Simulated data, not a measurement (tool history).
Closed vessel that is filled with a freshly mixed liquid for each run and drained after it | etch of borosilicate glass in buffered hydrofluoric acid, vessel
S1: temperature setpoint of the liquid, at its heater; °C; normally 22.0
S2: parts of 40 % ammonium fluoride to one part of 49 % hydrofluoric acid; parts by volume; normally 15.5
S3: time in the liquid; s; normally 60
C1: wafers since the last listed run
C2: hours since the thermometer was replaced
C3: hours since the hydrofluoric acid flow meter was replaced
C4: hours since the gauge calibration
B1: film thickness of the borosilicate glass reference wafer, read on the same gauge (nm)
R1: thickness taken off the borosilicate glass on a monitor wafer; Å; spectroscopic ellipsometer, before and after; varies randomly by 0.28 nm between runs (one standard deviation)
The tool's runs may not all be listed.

run	hour	S1	S2	S3	C1	C2	C3	C4	B1	R1
1	0.0	22.0	15.5	45	0	2500.5	1766.7	217.8	81.29	366.5
2	31.6	22.0	15.5	45	2125	2532.1	1798.3	249.4	81.38	366.2
3	54.9	22.0	15.5	40	1567	2555.4	1821.6	272.7	81.42	322.9
4	83.5	22.0	15.5	40	1923	2584.0	1850.2	301.3	81.47	324.1
5	109.8	22.0	15.5	80	1769	2610.3	1876.5	327.6	81.54	651.7
6	125.5	22.0	15.5	60	1056	2626.0	1892.2	343.3	81.56	490.2
7	153.9	22.0	15.5	60	1910	2654.4	1920.6	371.7	81.59	485.3
8	171.1	22.0	15.5	60	1157	2671.6	1937.8	388.9	81.60	488.8
9	191.3	22.0	15.5	60	1358	2691.8	1958.0	409.1	81.62	487.8
10	206.3	23.5	15.5	60	1009	2706.8	1973.0	424.1	81.65	534.6
11	232.0	22.0	15.5	85	1728	2732.5	1998.7	449.8	81.66	699.9
# hour 243.1: thermometer replaced
# hour 243.3: gauge calibrated
12	250.2	26.5	15.5	90	1157	7.1	2016.9	6.9	79.98	914.1
13	270.4	22.0	15.5	60	1358	27.3	2037.1	27.1	80.17	477.7
14	282.4	22.0	15.5	90	807	39.3	2049.1	39.1	80.28	713.7
15	295.2	19.5	13.5	60	861	52.1	2061.9	51.9	80.37	483.7
16	310.6	25.5	20.0	75	1035	67.5	2077.3	67.3	80.48	569.6
# hour 340.1: hydrofluoric acid flow meter replaced
17	404.1	22.0	15.5	60	6222	161.0	64.0	160.8	81.00	484.5
18	468.6	22.0	15.5	60	4339	225.5	128.5	225.3	81.20	490.2
19	499.5	19.0	12.5	90	2078	256.4	159.4	256.2	81.27	775.0
20	535.0	19.0	19.0	60	2388	291.9	194.9	291.7	81.35	338.6
21	549.1	22.0	15.5	70	948	306.0	209.0	305.8	81.36	569.8

What if the next run were any one of these 3? Each begins from the tool's condition after run 21:
A	549.8	22.0	20.5	60	47	306.7	209.7	306.5	?	?
B	549.8	26.5	15.5	60	47	306.7	209.7	306.5	?	?
C	549.8	25.0	15.5	60	47	306.7	209.7	306.5	?	?

run	B1	R1
A	81.37	373.1
B	81.37	622.2
C	81.37	574.5
With the hidden condition removed and each run's random variation left untouched, the same runs would have given:
run	R1
A	366.8
B	611.7
C	564.8
